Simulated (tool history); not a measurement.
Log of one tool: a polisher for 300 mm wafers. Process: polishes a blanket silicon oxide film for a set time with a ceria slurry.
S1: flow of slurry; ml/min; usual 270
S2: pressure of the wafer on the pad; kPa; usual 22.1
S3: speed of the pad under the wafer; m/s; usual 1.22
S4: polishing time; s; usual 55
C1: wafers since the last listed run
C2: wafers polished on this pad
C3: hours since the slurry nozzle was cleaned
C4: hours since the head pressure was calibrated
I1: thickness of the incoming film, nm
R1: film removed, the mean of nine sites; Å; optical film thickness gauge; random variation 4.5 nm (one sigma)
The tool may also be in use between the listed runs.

run,hour,S1,S2,S3,S4,C1,C2,C3,C4,I1,R1
1,0.0,240,22.1,1.12,55,0,2185,242.8,359.1,1447.8,2978
# hour 53.3: worn pad replaced by a new one
2,70.0,270,22.1,1.22,55,737,187,312.8,429.1,1433.8,3220
3,117.9,270,22.1,1.22,55,535,722,360.7,477.0,1446.0,3277
4,173.6,270,22.1,1.22,55,622,1344,416.4,532.7,1441.4,3245
5,204.7,270,22.1,1.22,55,347,1692,447.5,563.8,1453.8,3208
# hour 274.9: worn pad replaced by a new one, of another model than before
6,275.2,270,22.1,1.22,55,743,3,518.0,634.3,1449.0,3234
# hour 303.5: slurry nozzle cleaned
7,308.0,270,22.1,1.22,55,355,358,4.5,667.1,1450.8,3256
8,341.1,270,22.1,1.10,55,369,728,37.6,700.2,1407.8,2935
9,393.8,270,22.1,1.10,55,588,1317,90.3,752.9,1447.4,2922
10,440.7,270,22.1,1.22,55,524,1841,137.2,799.8,1460.1,3112
11,506.1,270,22.1,1.22,55,730,2572,202.6,865.2,1449.3,3028
# hour 538.4: worn pad replaced by a new one
12,538.9,270,22.1,1.22,55,321,5,235.4,898.0,1447.3,3179
13,579.4,270,22.1,1.22,55,452,457,275.9,938.5,1425.4,3217
14,610.4,270,22.1,1.22,55,346,804,306.9,969.5,1442.4,3283
15,644.0,270,22.1,1.22,55,375,1179,340.5,1003.1,1446.6,3192
16,710.3,235,16.5,1.22,55,740,1920,406.8,1069.4,1439.0,2624
17,766.3,200,22.1,1.44,46,625,2546,462.8,1125.4,1461.7,2965
18,797.1,300,22.1,1.22,55,344,2890,493.6,1156.2,1439.9,2980
# hour 814.8: worn pad replaced by a new one
# hour 849.4: head pressure recalibrated
19,849.9,215,29.0,1.56,46,522,369,546.4,0.5,1462.6,4195
# hour 852.6: slurry nozzle cleaned
20,889.6,335,22.1,1.04,60,432,801,37.0,40.2,1467.0,3038
# hour 1042.0: worn pad replaced by a new one
21,1065.4,220,15.2,1.22,55,1919,262,212.8,216.0,1437.1,2524
22,1099.7,270,22.1,1.22,38,383,645,247.1,250.3,1436.1,2249
23,1145.2,270,22.1,1.22,55,508,1153,292.6,295.8,1461.3,3219
24,1197.0,270,22.1,1.06,55,578,1732,344.4,347.6,1457.2,2780
25,1245.3,335,22.1,1.22,73,539,2272,392.7,395.9,1437.2,4154
# hour 1292.1: slurry nozzle cleaned
26,1293.6,270,22.1,1.22,55,528,2800,1.5,444.2,1436.9,3058

Forecast each of these 4 alternatives for the next run:
A,1294.0,270,22.1,1.22,55,4,2805,1.9,444.6,1422.6,?
B,1294.0,205,24.1,1.00,42,4,2805,1.9,444.6,1422.6,?
C,1294.0,180,17.2,1.58,55,4,2805,1.9,444.6,1422.6,?
D,1294.0,270,22.1,0.94,68,4,2805,1.9,444.6,1422.6,?

run,R1
A,3073
B,2022
C,3334
D,2941
Without the tool's hidden state the same runs would have given:
run,R1
A,3294
B,2168
C,3574
D,3153

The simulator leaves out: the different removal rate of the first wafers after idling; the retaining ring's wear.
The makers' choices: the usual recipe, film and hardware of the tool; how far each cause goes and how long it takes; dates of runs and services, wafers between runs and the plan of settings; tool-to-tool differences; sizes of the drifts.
